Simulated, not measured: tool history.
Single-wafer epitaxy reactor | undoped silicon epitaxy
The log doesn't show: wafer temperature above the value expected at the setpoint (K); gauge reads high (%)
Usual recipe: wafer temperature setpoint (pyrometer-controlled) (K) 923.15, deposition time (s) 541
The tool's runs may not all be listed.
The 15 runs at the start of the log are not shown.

run,day,wafer temperature setpoint (pyrometer-controlled) (K),deposition time (s),wafers since the last listed run,hours since the last pyrometer calibration,hours since the gauge calibration,"read-back reference wafer on the same gauge, thickness_nm",mean film thickness on the monitor wafer (angstrom)
16,7.938,923.15,541,47,3291.1,367.2,104.849,938.40
# day 8.383: pyrometer calibrated
17,8.562,923.15,541,27,4.3,382.2,104.840,935.25
18,9.167,933.15,541,56,18.8,396.7,104.645,1126.38
19,9.592,928.15,593,39,29.0,406.9,104.797,1117.19
20,10.029,923.15,575,40,39.5,417.4,104.807,997.85
21,10.542,923.15,541,47,51.8,429.7,104.781,941.44
22,10.812,937.15,541,25,58.3,436.2,104.790,1225.43
# day 11.138: gauge calibrated
23,11.700,918.15,609,82,79.6,13.5,104.750,955.98
24,12.346,918.15,471,60,95.1,29.0,104.820,742.71
25,13.088,923.15,541,69,112.9,46.8,104.900,928.36
26,13.788,937.15,453,65,129.7,63.6,104.677,1017.79
27,14.271,923.15,541,45,141.3,75.2,104.804,939.66
28,14.750,934.15,486,44,152.8,86.7,104.721,1037.36
29,15.371,908.15,621,57,167.7,101.6,104.863,805.24
30,15.704,937.15,626,31,175.7,109.6,104.838,1398.65
31,15.979,923.15,541,25,182.3,116.2,104.860,936.83
32,16.550,933.15,541,53,196.0,129.9,104.763,1113.61

What if the next run were any one of these 5? Each begins from the tool's condition after run 32:
A,16.575,923.15,541,2,196.6,130.5,?,?
B,16.575,923.15,583,2,196.6,130.5,?,?
C,16.575,928.15,492,2,196.6,130.5,?,?
D,16.575,936.15,487,2,196.6,130.5,?,?
E,16.575,928.15,500,2,196.6,130.5,?,?

run,"read-back reference wafer on the same gauge, thickness_nm",mean film thickness on the monitor wafer (angstrom)
A,104.805,926.20
B,104.805,998.11
C,104.805,926.64
D,104.805,1066.51
E,104.805,941.71
The same runs, with their run-to-run variation unchanged, on a tool lacking any hidden condition would have given:
run,mean film thickness on the monitor wafer (angstrom)
A,926.20
B,998.11
C,926.64
D,1066.51
E,941.71
